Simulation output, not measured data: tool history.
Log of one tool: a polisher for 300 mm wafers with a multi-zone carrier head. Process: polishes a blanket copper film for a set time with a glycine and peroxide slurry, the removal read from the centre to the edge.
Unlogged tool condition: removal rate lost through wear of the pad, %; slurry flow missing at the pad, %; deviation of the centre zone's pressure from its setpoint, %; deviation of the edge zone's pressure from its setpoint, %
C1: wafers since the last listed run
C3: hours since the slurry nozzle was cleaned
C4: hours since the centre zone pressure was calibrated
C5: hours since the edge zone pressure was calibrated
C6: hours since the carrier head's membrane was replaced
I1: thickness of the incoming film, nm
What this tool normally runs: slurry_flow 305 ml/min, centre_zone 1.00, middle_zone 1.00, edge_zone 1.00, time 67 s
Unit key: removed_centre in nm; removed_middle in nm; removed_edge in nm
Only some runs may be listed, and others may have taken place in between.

{"run": 1, "hour": 0.0, "slurry_flow": 355, "centre_zone": 1.0, "middle_zone": 1.0, "edge_zone": 1.0, "time": 84, "C1": 0, "wafers polished on this pad": 1143, "C3": 566.4, "C4": 0.5, "C5": 262.3, "C6": 1010.8, "I1": 2226.0, "removed_centre": 368.7, "removed_middle": 366.1, "removed_edge": 375.0}
{"hour": 12.8, "done": "slurry nozzle cleaned"}
{"run": 2, "hour": 80.4, "slurry_flow": 305, "centre_zone": 1.0, "middle_zone": 1.0, "edge_zone": 1.0, "time": 67, "C1": 543, "wafers polished on this pad": 1687, "C3": 67.6, "C4": 80.9, "C5": 342.7, "C6": 1091.2, "I1": 2210.2, "removed_centre": 274.7, "removed_middle": 288.7, "removed_edge": 276.8}
{"run": 3, "hour": 172.5, "slurry_flow": 305, "centre_zone": 1.0, "middle_zone": 1.0, "edge_zone": 1.0, "time": 67, "C1": 630, "wafers polished on this pad": 2317, "C3": 159.7, "C4": 173.0, "C5": 434.8, "C6": 1183.3, "I1": 2192.6, "removed_centre": 268.8, "removed_middle": 278.8, "removed_edge": 281.0}
{"hour": 249.8, "done": "worn pad replaced by a new one"}
{"run": 4, "hour": 275.8, "slurry_flow": 305, "centre_zone": 1.0, "middle_zone": 1.0, "edge_zone": 1.0, "time": 54, "C1": 679, "wafers polished on this pad": 177, "C3": 263.0, "C4": 276.3, "C5": 538.1, "C6": 1286.6, "I1": 2199.7, "removed_centre": 228.0, "removed_middle": 242.3, "removed_edge": 238.6}
{"run": 5, "hour": 317.0, "slurry_flow": 305, "centre_zone": 1.0, "middle_zone": 1.0, "edge_zone": 1.0, "time": 54, "C1": 281, "wafers polished on this pad": 459, "C3": 304.2, "C4": 317.5, "C5": 579.3, "C6": 1327.8, "I1": 2220.7, "removed_centre": 223.1, "removed_middle": 237.9, "removed_edge": 233.9}
{"hour": 334.0, "done": "carrier head's membrane replaced by a new one"}
{"hour": 403.4, "done": "edge zone pressure recalibrated"}
{"hour": 566.6, "done": "slurry nozzle cleaned"}
{"run": 6, "hour": 632.8, "slurry_flow": 305, "centre_zone": 1.0, "middle_zone": 1.0, "edge_zone": 1.0, "time": 54, "C1": 2106, "wafers polished on this pad": 2566, "C3": 66.2, "C4": 633.3, "C5": 229.4, "C6": 298.8, "I1": 2206.7, "removed_centre": 205.8, "removed_middle": 224.6, "removed_edge": 226.4}
{"hour": 707.1, "done": "worn pad replaced by a new one"}
{"run": 7, "hour": 714.7, "slurry_flow": 305, "centre_zone": 1.0, "middle_zone": 1.0, "edge_zone": 1.0, "time": 67, "C1": 533, "wafers polished on this pad": 52, "C3": 148.1, "C4": 715.2, "C5": 311.3, "C6": 380.7, "I1": 2192.5, "removed_centre": 270.7, "removed_middle": 302.3, "removed_edge": 296.5}
{"run": 8, "hour": 782.9, "slurry_flow": 305, "centre_zone": 1.0, "middle_zone": 1.04, "edge_zone": 1.0, "time": 67, "C1": 466, "wafers polished on this pad": 518, "C3": 216.3, "C4": 783.4, "C5": 379.5, "C6": 448.9, "I1": 2237.6, "removed_centre": 265.0, "removed_middle": 300.2, "removed_edge": 292.0}
{"run": 9, "hour": 834.9, "slurry_flow": 375, "centre_zone": 1.06, "middle_zone": 1.12, "edge_zone": 0.89, "time": 67, "C1": 355, "wafers polished on this pad": 874, "C3": 268.3, "C4": 835.4, "C5": 431.5, "C6": 500.9, "I1": 2244.6, "removed_centre": 279.7, "removed_middle": 323.0, "removed_edge": 280.5}
{"hour": 842.1, "done": "centre zone pressure recalibrated"}
{"run": 10, "hour": 901.2, "slurry_flow": 305, "centre_zone": 1.0, "middle_zone": 1.0, "edge_zone": 1.09, "time": 67, "C1": 440, "wafers polished on this pad": 1314, "C3": 334.6, "C4": 59.1, "C5": 497.8, "C6": 567.2, "I1": 2183.6, "removed_centre": 275.9, "removed_middle": 288.0, "removed_edge": 298.5}
{"run": 11, "hour": 1006.1, "slurry_flow": 305, "centre_zone": 1.0, "middle_zone": 1.06, "edge_zone": 1.0, "time": 67, "C1": 717, "wafers polished on this pad": 2032, "C3": 439.5, "C4": 164.0, "C5": 602.7, "C6": 672.1, "I1": 2185.8, "removed_centre": 269.9, "removed_middle": 297.5, "removed_edge": 277.9}
{"run": 12, "hour": 1102.7, "slurry_flow": 305, "centre_zone": 1.0, "middle_zone": 1.0, "edge_zone": 1.0, "time": 76, "C1": 661, "wafers polished on this pad": 2693, "C3": 536.1, "C4": 260.6, "C5": 699.3, "C6": 768.7, "I1": 2218.4, "removed_centre": 298.0, "removed_middle": 324.6, "removed_edge": 315.1}
{"hour": 1140.8, "done": "edge zone pressure recalibrated"}
{"hour": 1180.6, "done": "slurry nozzle cleaned"}
{"run": 13, "hour": 1181.1, "slurry_flow": 305, "centre_zone": 1.0, "middle_zone": 0.89, "edge_zone": 1.0, "time": 49, "C1": 515, "wafers polished on this pad": 3209, "C3": 0.5, "C4": 339.0, "C5": 40.3, "C6": 847.1, "I1": 2238.3, "removed_centre": 188.7, "removed_middle": 187.6, "removed_edge": 206.6}
{"hour": 1203.3, "done": "worn pad replaced by a new one"}
{"run": 14, "hour": 1259.6, "slurry_flow": 210, "centre_zone": 0.97, "middle_zone": 1.0, "edge_zone": 1.0, "time": 67, "C1": 509, "wafers polished on this pad": 385, "C3": 79.0, "C4": 417.5, "C5": 118.8, "C6": 925.6, "I1": 2203.3, "removed_centre": 246.5, "removed_middle": 278.5, "removed_edge": 285.3}
{"run": 15, "hour": 1315.0, "slurry_flow": 385, "centre_zone": 0.88, "middle_zone": 0.95, "edge_zone": 1.0, "time": 67, "C1": 379, "wafers polished on this pad": 764, "C3": 134.4, "C4": 472.9, "C5": 174.2, "C6": 981.0, "I1": 2228.6, "removed_centre": 251.5, "removed_middle": 284.7, "removed_edge": 297.0}
{"run": 16, "hour": 1387.1, "slurry_flow": 305, "centre_zone": 1.0, "middle_zone": 1.0, "edge_zone": 1.0, "time": 61, "C1": 493, "wafers polished on this pad": 1257, "C3": 206.5, "C4": 545.0, "C5": 246.3, "C6": 1053.1, "I1": 2181.6, "removed_centre": 238.4, "removed_middle": 262.7, "removed_edge": 255.1}
{"run": 17, "hour": 1456.8, "slurry_flow": 305, "centre_zone": 1.0, "middle_zone": 1.0, "edge_zone": 1.0, "time": 67, "C1": 476, "wafers polished on this pad": 1734, "C3": 276.2, "C4": 614.7, "C5": 316.0, "C6": 1122.8, "I1": 2229.0, "removed_centre": 258.0, "removed_middle": 286.2, "removed_edge": 281.5}
{"hour": 1468.1, "done": "carrier head's membrane replaced by a new one"}
{"run": 18, "hour": 1520.7, "slurry_flow": 220, "centre_zone": 1.0, "middle_zone": 0.96, "edge_zone": 0.9, "time": 67, "C1": 403, "wafers polished on this pad": 2137, "C3": 340.1, "C4": 678.6, "C5": 379.9, "C6": 52.6, "I1": 2192.5, "removed_centre": 250.8, "removed_middle": 260.5, "removed_edge": 255.4}
{"run": 19, "hour": 1578.0, "slurry_flow": 235, "centre_zone": 1.0, "middle_zone": 0.89, "edge_zone": 1.07, "time": 50, "C1": 392, "wafers polished on this pad": 2529, "C3": 397.4, "C4": 735.9, "C5": 437.2, "C6": 109.9, "I1": 2229.9, "removed_centre": 181.1, "removed_middle": 183.9, "removed_edge": 212.7}
{"run": 20, "hour": 1622.3, "slurry_flow": 305, "centre_zone": 1.06, "middle_zone": 1.0, "edge_zone": 0.9, "time": 67, "C1": 303, "wafers polished on this pad": 2832, "C3": 441.7, "C4": 780.2, "C5": 481.5, "C6": 154.2, "I1": 2219.7, "removed_centre": 266.8, "removed_middle": 282.1, "removed_edge": 266.1}

Run 21, settings as shown, results not yet in. Your forecast:
{"hour": 1632.9, "done": "worn pad replaced by a new one"}
{"hour": 1689.5, "done": "centre zone pressure recalibrated"}
{"run": 21, "hour": 1710.5, "slurry_flow": 305, "centre_zone": 1.0, "middle_zone": 1.0, "edge_zone": 1.0, "time": 67, "C1": 562, "wafers polished on this pad": 517, "C3": 529.9, "C4": 21.0, "C5": 569.7, "C6": 242.4, "I1": 2178.0, "removed_centre": "?", "removed_middle": "?", "removed_edge": "?"}

removed_centre: 284.1 nm
removed_middle: 295.9 nm
removed_edge: 297.4 nm
Take away the tool's hidden state, keep the run-to-run variation as it was, and the same run would have given removed_centre 295.5 nm, removed_middle 307.6 nm, removed_edge 309.2 nm.
